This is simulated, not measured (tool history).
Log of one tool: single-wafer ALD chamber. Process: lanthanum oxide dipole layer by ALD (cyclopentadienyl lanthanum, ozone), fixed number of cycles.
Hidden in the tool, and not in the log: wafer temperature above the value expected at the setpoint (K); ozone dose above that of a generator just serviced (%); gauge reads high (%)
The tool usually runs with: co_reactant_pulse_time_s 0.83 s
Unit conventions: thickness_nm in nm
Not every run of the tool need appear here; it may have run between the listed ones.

| run | hour | co_reactant_pulse_time_s | wafers since the last listed run | hours since the last thermocouple change | hours since the last ozone generator service | hours since the showerhead was replaced | hours since the gauge calibration | read-back reference wafer on the same gauge, thickness_nm | thickness_nm |
|---|---|---|---|---|---|---|---|---|---|
| 1 | 0 | 0.83 | 0 | 1095.7 | 505.8 | 2832.9 | 300.1 | 0.525 | 0.485 |
| 2 | 39 | 0.83 | 1073 | 1134.7 | 544.8 | 2871.9 | 339.1 | 0.525 | 0.485 |
| 3 | 71.7 | 0.83 | 900 | 1167.4 | 577.5 | 2904.6 | 371.8 | 0.525 | 0.486 |
| 4 | 106.9 | 0.83 | 969 | 1202.6 | 612.7 | 2939.8 | 407 | 0.525 | 0.482 |
| 5 | 155.5 | 0.83 | 1338 | 1251.2 | 661.3 | 2988.4 | 455.6 | 0.525 | 0.482 |
| 6 | 199.8 | 0.83 | 1219 | 1295.5 | 705.6 | 3032.7 | 499.9 | 0.525 | 0.484 |
|  | 353.6 | gauge calibrated |
| 7 | 369.9 | 0.83 | 4684 | 1465.6 | 875.7 | 3202.8 | 16.3 | 0.525 | 0.482 |
| 8 | 435 | 0.83 | 1792 | 1530.7 | 940.8 | 3267.9 | 81.4 | 0.525 | 0.478 |
| 9 | 501.3 | 0.83 | 1825 | 1597 | 1007.1 | 3334.2 | 147.7 | 0.525 | 0.479 |
| 10 | 536.4 | 0.83 | 966 | 1632.1 | 1042.2 | 3369.3 | 182.8 | 0.525 | 0.477 |
|  | 580.3 | thermocouple changed; heater temperature recalibrated |
| 11 | 603.3 | 1.04 | 1621 | 23 | 1109.1 | 3436.2 | 249.7 | 0.526 | 0.521 |
| 12 | 629.9 | 1.03 | 732 | 49.6 | 1135.7 | 3462.8 | 276.3 | 0.525 | 0.518 |
| 13 | 697 | 0.83 | 1847 | 116.7 | 1202.8 | 3529.9 | 343.4 | 0.525 | 0.476 |
|  | 709.6 | showerhead replaced |
| 14 | 754.3 | 1.12 | 1357 | 174 | 1260.1 | 44.7 | 400.7 | 0.526 | 0.533 |
|  | 769 | ozone generator serviced |
| 15 | 822.1 | 1.11 | 1646 | 241.8 | 53.1 | 112.5 | 468.5 | 0.526 | 0.546 |
| 16 | 852.1 | 0.92 | 826 | 271.8 | 83.1 | 142.5 | 498.5 | 0.525 | 0.512 |
| 17 | 883.9 | 0.53 | 875 | 303.6 | 114.9 | 174.3 | 530.3 | 0.525 | 0.385 |
| 18 | 934.6 | 0.83 | 1396 | 354.3 | 165.6 | 225 | 581 | 0.524 | 0.489 |
|  | 967.1 | gauge calibrated |
| 19 | 1038.9 | 0.67 | 2872 | 458.6 | 269.9 | 329.3 | 71.8 | 0.525 | 0.439 |
| 20 | 1109 | 0.62 | 1930 | 528.7 | 340 | 399.4 | 141.9 | 0.525 | 0.422 |

Results for each run, recomputed without the tool's hidden state and with each run's random variation untouched:
| run | thickness_nm |
|---|---|
| 1 | 0.494 |
| 2 | 0.495 |
| 3 | 0.496 |
| 4 | 0.492 |
| 5 | 0.493 |
| 6 | 0.495 |
| 7 | 0.496 |
| 8 | 0.494 |
| 9 | 0.496 |
| 10 | 0.494 |
| 11 | 0.536 |
| 12 | 0.533 |
| 13 | 0.495 |
| 14 | 0.549 |
| 15 | 0.548 |
| 16 | 0.516 |
| 17 | 0.39 |
| 18 | 0.494 |
| 19 | 0.446 |
| 20 | 0.43 |
